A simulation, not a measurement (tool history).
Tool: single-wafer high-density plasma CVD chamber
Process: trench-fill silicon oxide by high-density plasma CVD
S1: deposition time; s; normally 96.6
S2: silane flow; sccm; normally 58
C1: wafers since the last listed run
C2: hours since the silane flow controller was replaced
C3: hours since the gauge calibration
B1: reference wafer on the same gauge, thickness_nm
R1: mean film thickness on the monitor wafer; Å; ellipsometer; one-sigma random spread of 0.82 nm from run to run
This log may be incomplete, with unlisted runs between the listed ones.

{"run": 1, "hour": 0.0, "S1": 96.6, "S2": 54, "C1": 0, "C2": 3170.9, "C3": 112.1, "B1": 518.182, "R1": 4857.11}
{"run": 2, "hour": 6.1, "S1": 82.1, "S2": 58, "C1": 107, "C2": 3177.0, "C3": 118.2, "B1": 517.859, "R1": 4433.26}
{"run": 3, "hour": 22.2, "S1": 96.6, "S2": 63, "C1": 282, "C2": 3193.1, "C3": 134.3, "B1": 517.744, "R1": 5672.86}
{"run": 4, "hour": 31.0, "S1": 96.6, "S2": 49, "C1": 154, "C2": 3201.9, "C3": 143.1, "B1": 518.336, "R1": 4408.14}
{"run": 5, "hour": 41.1, "S1": 96.6, "S2": 49, "C1": 177, "C2": 3212.0, "C3": 153.2, "B1": 518.156, "R1": 4394.64}
{"run": 6, "hour": 48.2, "S1": 96.6, "S2": 58, "C1": 124, "C2": 3219.1, "C3": 160.3, "B1": 518.014, "R1": 5205.71}
{"run": 7, "hour": 57.4, "S1": 106.7, "S2": 58, "C1": 161, "C2": 3228.3, "C3": 169.5, "B1": 518.072, "R1": 5757.43}
{"run": 8, "hour": 64.9, "S1": 106.7, "S2": 58, "C1": 131, "C2": 3235.8, "C3": 177.0, "B1": 517.778, "R1": 5755.73}
{"run": 9, "hour": 75.4, "S1": 96.6, "S2": 58, "C1": 184, "C2": 3246.3, "C3": 187.5, "B1": 517.923, "R1": 5213.54}
{"run": 10, "hour": 88.2, "S1": 96.6, "S2": 58, "C1": 224, "C2": 3259.1, "C3": 200.3, "B1": 517.924, "R1": 5209.08}
{"run": 11, "hour": 102.3, "S1": 96.6, "S2": 58, "C1": 247, "C2": 3273.2, "C3": 214.4, "B1": 518.059, "R1": 5218.39}
{"hour": 112.6, "done": "silane flow controller replaced"}
{"run": 12, "hour": 119.7, "S1": 96.6, "S2": 58, "C1": 164, "C2": 7.1, "C3": 231.8, "B1": 517.788, "R1": 5073.55}
{"run": 13, "hour": 126.6, "S1": 96.6, "S2": 58, "C1": 121, "C2": 14.0, "C3": 238.7, "B1": 517.62, "R1": 5081.11}
{"run": 14, "hour": 144.6, "S1": 96.6, "S2": 58, "C1": 315, "C2": 32.0, "C3": 256.7, "B1": 518.009, "R1": 5057.88}

Run 15 comes next. What will it give?
{"run": 15, "hour": 151.1, "S1": 85.9, "S2": 63, "C1": 114, "C2": 38.5, "C3": 263.2, "B1": "?", "R1": "?"}

{"run 15": {"B1": 518.112, "R1": 4902.26}}
With no hidden state in the tool, this same run would have given R1 5311.43 Å.
